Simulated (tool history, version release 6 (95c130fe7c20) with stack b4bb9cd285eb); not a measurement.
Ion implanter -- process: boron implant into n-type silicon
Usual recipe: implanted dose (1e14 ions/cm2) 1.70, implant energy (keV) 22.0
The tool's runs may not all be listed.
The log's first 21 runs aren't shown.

run     day  implanted dose (1e14 ions/cm2)  implant energy (keV)  read-back reference wafer on the same gauge, sheet resistance  sheet resistance of the implanted and annealed layer (ohm/square)
 22   9.892                            1.25                  25.0                                                         485.00                                                             610.37
     11.517  -- Faraday cup replaced and dose calibrated
 23  12.083                            1.70                  15.0                                                         485.17                                                             536.99
 24  12.700                            1.70                  26.0                                                         484.91                                                             498.10
     13.108  -- gauge calibrated
 25  13.283                            1.70                  22.0                                                         485.12                                                             510.34
 26  13.762                            1.30                  22.0                                                         484.92                                                             625.48
 27  14.838                            1.70                  22.0                                                         485.06                                                             509.17
 28  15.096                            1.94                  27.5                                                         484.69                                                             447.93
 29  15.462                            1.83                  25.5                                                         485.02                                                             473.37
 30  15.917                            2.21                  26.0                                                         484.96                                                             408.79
 31  16.292                            1.24                  22.0                                                         485.28                                                             648.27
 32  16.562                            1.70                  22.0                                                         485.08                                                             511.15
 33  17.300                            1.25                  22.0                                                         484.94                                                             644.02
 34  17.717                            1.37                  15.5                                                         485.06                                                             635.78
 35  18.167                            1.70                  27.0                                                         484.85                                                             495.01
 36  18.758                            1.51                  15.5                                                         484.82                                                             587.59
 37  19.308                            2.08                  26.5                                                         484.96                                                             425.78

Forecast each of these 4 alternatives for the next run:
  A  19.325                            1.70                  22.0                                                              ?                                                                  ?
  B  19.325                            1.99                  24.0                                                              ?                                                                  ?
  C  19.325                            2.17                  17.5                                                              ?                                                                  ?
  D  19.325                            1.51                  24.5                                                              ?                                                                  ?

run  read-back reference wafer on the same gauge, sheet resistance  sheet resistance of the implanted and annealed layer (ohm/square)
  A                                                         484.88                                                             511.39
  B                                                         484.88                                                             447.94
  C                                                         484.88                                                             435.26
  D                                                         484.88                                                             550.45
With no hidden state in the tool, these same runs would have given:
run  sheet resistance of the implanted and annealed layer (ohm/square)
  A                                                             507.54
  B                                                             444.58
  C                                                             431.87
  D                                                             546.40
